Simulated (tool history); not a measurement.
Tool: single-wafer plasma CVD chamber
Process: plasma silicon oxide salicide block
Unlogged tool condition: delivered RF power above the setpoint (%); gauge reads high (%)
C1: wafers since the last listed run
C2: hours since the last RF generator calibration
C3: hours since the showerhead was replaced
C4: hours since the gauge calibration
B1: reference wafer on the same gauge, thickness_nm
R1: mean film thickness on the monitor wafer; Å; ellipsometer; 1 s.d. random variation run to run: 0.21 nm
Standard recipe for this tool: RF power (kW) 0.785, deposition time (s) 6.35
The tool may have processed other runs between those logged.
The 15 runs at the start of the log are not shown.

{"run": 16, "hour": 374.9, "RF power (kW)": 0.785, "deposition time (s)": 6.35, "C1": 471, "C2": 1951.6, "C3": 6465.6, "C4": 501.4, "B1": 73.756, "R1": 639.4}
{"hour": 396.0, "done": "RF generator calibrated"}
{"run": 17, "hour": 398.3, "RF power (kW)": 0.785, "deposition time (s)": 6.35, "C1": 350, "C2": 2.3, "C3": 6489.0, "C4": 524.8, "B1": 73.933, "R1": 666.44}
{"hour": 418.5, "done": "showerhead replaced"}
{"run": 18, "hour": 419.0, "RF power (kW)": 0.785, "deposition time (s)": 6.35, "C1": 289, "C2": 23.0, "C3": 0.5, "C4": 545.5, "B1": 73.812, "R1": 660.19}
{"run": 19, "hour": 435.5, "RF power (kW)": 0.71, "deposition time (s)": 7.15, "C1": 375, "C2": 39.5, "C3": 17.0, "C4": 562.0, "B1": 73.934, "R1": 709.13}
{"run": 20, "hour": 462.2, "RF power (kW)": 0.645, "deposition time (s)": 5.97, "C1": 607, "C2": 66.2, "C3": 43.7, "C4": 588.7, "B1": 73.918, "R1": 565.61}
{"run": 21, "hour": 489.1, "RF power (kW)": 0.9, "deposition time (s)": 5.53, "C1": 612, "C2": 93.1, "C3": 70.6, "C4": 615.6, "B1": 73.865, "R1": 616.8}
{"run": 22, "hour": 520.0, "RF power (kW)": 0.83, "deposition time (s)": 5.12, "C1": 703, "C2": 124.0, "C3": 101.5, "C4": 646.5, "B1": 73.913, "R1": 548.4}
{"hour": 530.5, "done": "gauge calibrated"}
{"run": 23, "hour": 539.0, "RF power (kW)": 0.715, "deposition time (s)": 5.86, "C1": 432, "C2": 143.0, "C3": 120.5, "C4": 8.5, "B1": 73.872, "R1": 585.95}
{"run": 24, "hour": 562.6, "RF power (kW)": 0.9, "deposition time (s)": 5.53, "C1": 537, "C2": 166.6, "C3": 144.1, "C4": 32.1, "B1": 73.756, "R1": 619.44}
{"run": 25, "hour": 580.7, "RF power (kW)": 0.785, "deposition time (s)": 6.35, "C1": 411, "C2": 184.7, "C3": 162.2, "C4": 50.2, "B1": 73.833, "R1": 666.13}
{"run": 26, "hour": 596.5, "RF power (kW)": 0.72, "deposition time (s)": 7.17, "C1": 359, "C2": 200.5, "C3": 178.0, "C4": 66.0, "B1": 73.756, "R1": 716.09}
{"run": 27, "hour": 612.4, "RF power (kW)": 0.84, "deposition time (s)": 6.35, "C1": 361, "C2": 216.4, "C3": 193.9, "C4": 81.9, "B1": 73.95, "R1": 687.59}
{"run": 28, "hour": 634.3, "RF power (kW)": 0.785, "deposition time (s)": 6.35, "C1": 498, "C2": 238.3, "C3": 215.8, "C4": 103.8, "B1": 73.941, "R1": 661.17}
{"run": 29, "hour": 647.8, "RF power (kW)": 0.71, "deposition time (s)": 7.03, "C1": 307, "C2": 251.8, "C3": 229.3, "C4": 117.3, "B1": 73.868, "R1": 698.01}
{"run": 30, "hour": 676.7, "RF power (kW)": 0.705, "deposition time (s)": 6.35, "C1": 657, "C2": 280.7, "C3": 258.2, "C4": 146.2, "B1": 74.016, "R1": 627.81}
{"run": 31, "hour": 707.5, "RF power (kW)": 0.785, "deposition time (s)": 6.35, "C1": 701, "C2": 311.5, "C3": 289.0, "C4": 177.0, "B1": 73.863, "R1": 662.76}
{"run": 32, "hour": 735.8, "RF power (kW)": 0.92, "deposition time (s)": 5.88, "C1": 644, "C2": 339.8, "C3": 317.3, "C4": 205.3, "B1": 73.898, "R1": 662.98}
{"run": 33, "hour": 756.5, "RF power (kW)": 0.785, "deposition time (s)": 6.35, "C1": 471, "C2": 360.5, "C3": 338.0, "C4": 226.0, "B1": 73.887, "R1": 664.78}
{"run": 34, "hour": 783.7, "RF power (kW)": 0.865, "deposition time (s)": 7.03, "C1": 619, "C2": 387.7, "C3": 365.2, "C4": 253.2, "B1": 73.961, "R1": 766.0}

Forecast each of these 3 alternatives for the next run:
{"run": "A", "hour": 784.1, "RF power (kW)": 0.785, "deposition time (s)": 6.35, "C1": 9, "C2": 388.1, "C3": 365.6, "C4": 253.6, "B1": "?", "R1": "?"}
{"run": "B", "hour": 784.1, "RF power (kW)": 0.72, "deposition time (s)": 6.76, "C1": 9, "C2": 388.1, "C3": 365.6, "C4": 253.6, "B1": "?", "R1": "?"}
{"run": "C", "hour": 784.1, "RF power (kW)": 0.635, "deposition time (s)": 6.94, "C1": 9, "C2": 388.1, "C3": 365.6, "C4": 253.6, "B1": "?", "R1": "?"}

run=A B1=73.933 R1=665.94
run=B B1=73.933 R1=677.97
run=C B1=73.933 R1=648.52
Take away the tool's hidden state, keep each run's random variation, and the runs would have read:
run=A R1=668.15
run=B R1=680.22
run=C R1=650.68
